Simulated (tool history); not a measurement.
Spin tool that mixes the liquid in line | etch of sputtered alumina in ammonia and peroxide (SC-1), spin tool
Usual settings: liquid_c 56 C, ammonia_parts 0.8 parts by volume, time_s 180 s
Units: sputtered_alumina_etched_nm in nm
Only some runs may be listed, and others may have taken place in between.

run   hour  liquid_c  ammonia_parts  time_s  wafers since the last listed run  hours since the thermometer was replaced  hours since the ammonia flow meter was replaced  hours since the heated supply line was repaired  hours since the drum of ammonia solution was connected  hours since the gauge calibration  read-back film thickness of the sputtered alumina reference wafer, read on the same gauge (nm)  sputtered_alumina_etched_nm
  1      0        56            0.8     180                                 0                                     417.4                                           2202.2                                           1510.3                                                   790.5                               92.9                                                                                             120                        13.55
  2   13.5        56            0.9     180                                73                                     430.9                                           2215.7                                           1523.8                                                     804                              106.4                                                                                             120                        13.76
  3     24        56            0.7     115                                57                                     441.4                                           2226.2                                           1534.3                                                   814.5                              116.9                                                                                          120.01                         8.56
  4   36.1        56            0.7     115                                66                                     453.5                                           2238.3                                           1546.4                                                   826.6                                129                                                                                             120                         8.46
  5   46.6      58.5            0.8     180                                57                                       464                                           2248.8                                           1556.9                                                   837.1                              139.5                                                                                          120.02                        15.41
  6   59.4      58.5            0.8     180                                69                                     476.8                                           2261.6                                           1569.7                                                   849.9                              152.3                                                                                          120.03                        15.32
        69  -- new drum of ammonia solution connected
  7   75.1      58.5            0.8     180                                80                                     492.5                                           2277.3                                           1585.4                                                     6.1                                168                                                                                             120                        15.33
      83.6  -- heated supply line repaired
  8  115.5        56            0.8     180                               215                                     532.9                                           2317.7                                             31.9                                                    46.5                              208.4                                                                                          120.04                        13.43
  9  130.6        56            0.8     180                                82                                       548                                           2332.8                                               47                                                    61.6                              223.5                                                                                          120.03                        13.48
 10  137.6        56            0.8     180                                38                                       555                                           2339.8                                               54                                                    68.6                              230.5                                                                                             120                         13.4
 11  148.2        47            0.8     220                                57                                     565.6                                           2350.4                                             64.6                                                    79.2                              241.1                                                                                          120.01                        10.03
     159.8  -- thermometer replaced
 12  166.1        46           1.05      75                                92                                       6.3                                           2368.3                                             82.5                                                    97.1                                259                                                                                          120.01                         3.38
     176.5  -- gauge calibrated
     179.8  -- ammonia flow meter replaced
 13  183.7      65.5           0.55      90                                90                                      23.9                                              3.9                                            100.1                                                   114.7                                7.2                                                                                          120.03                        10.76
 14  201.1        60           0.45     180                                95                                      41.3                                             21.3                                            117.5                                                   132.1                               24.6                                                                                          120.05                        15.96
 15  209.8        56            0.5     275                                47                                        50                                               30                                            126.2                                                   140.8                               33.3                                                                                          120.01                        19.96
 16  220.4        56            0.8     180                                57                                      60.6                                             40.6                                            136.8                                                   151.4                               43.9                                                                                          120.03                        13.65
 17  236.8      62.5            1.1     275                                89                                        77                                               57                                            153.2                                                   167.8                               60.3                                                                                          119.97                        30.03
 18  249.9        56            0.7     115                                71                                      90.1                                             70.1                                            166.3                                                   180.9                               73.4                                                                                          120.02                         8.58
 19  262.2        56           0.45     180                                67                                     102.4                                             82.4                                            178.6                                                   193.2                               85.7                                                                                          119.96                        12.92
 20  270.7        50            0.8     235                                46                                     110.9                                             90.9                                            187.1                                                   201.7                               94.2                                                                                          120.03                        12.87
 21  283.7        59           1.05     235                                71                                     123.9                                            103.9                                            200.1                                                   214.7                              107.2                                                                                          120.01                        21.34
 22  296.6        56            1.1     180                                70                                     136.8                                            116.8                                              213                                                   227.6                              120.1                                                                                          119.97                        14.05
 23  304.6      48.5            0.8      85                                43                                     144.8                                            124.8                                              221                                                   235.6                              128.1                                                                                             120                         4.29
 24  319.5        56            0.8     180                                81                                     159.7                                            139.7                                            235.9                                                   250.5                                143                                                                                          119.97                        13.48
 25  327.4      65.5           0.55      90                                43                                     167.6                                            147.6                                            243.8                                                   258.4                              150.9                                                                                          120.01                        10.59
 26  341.8        59           1.05     235                                78                                       182                                              162                                            258.2                                                   272.8                              165.3                                                                                          120.01                        21.32

For some of the steps in sputtered_alumina_etched_nm from one run to the next: how much would appear even if the tool had no hidden state, given the settings, what came in and random variation, and how much remains for the hidden state plus any gauge scatter that the measured result and the result without hidden state don't share?
Hidden state present: liquid colder than its thermometer reads (K); ammonia flow above the setpoint (%); temperature lost on the way to the wafer (K); ammonia solution weaker than its label (%); gauge reads high (%).
Run 11 -> 12: liquid_c 47 -> 46, ammonia_parts 0.8 -> 1.05, time_s 220 -> 75, thermometer replaced. sputtered_alumina_etched_nm -6.65 nm: hidden state +0.22, all else -6.87.
Run 16 -> 17: liquid_c 56 -> 62.5, ammonia_parts 0.8 -> 1.1, time_s 180 -> 275. sputtered_alumina_etched_nm +16.38 nm: hidden state -0.16, all else +16.54.
Run 17 -> 18: liquid_c 62.5 -> 56, ammonia_parts 1.1 -> 0.7, time_s 275 -> 115. sputtered_alumina_etched_nm -21.45 nm: hidden state +0.21, all else -21.66.
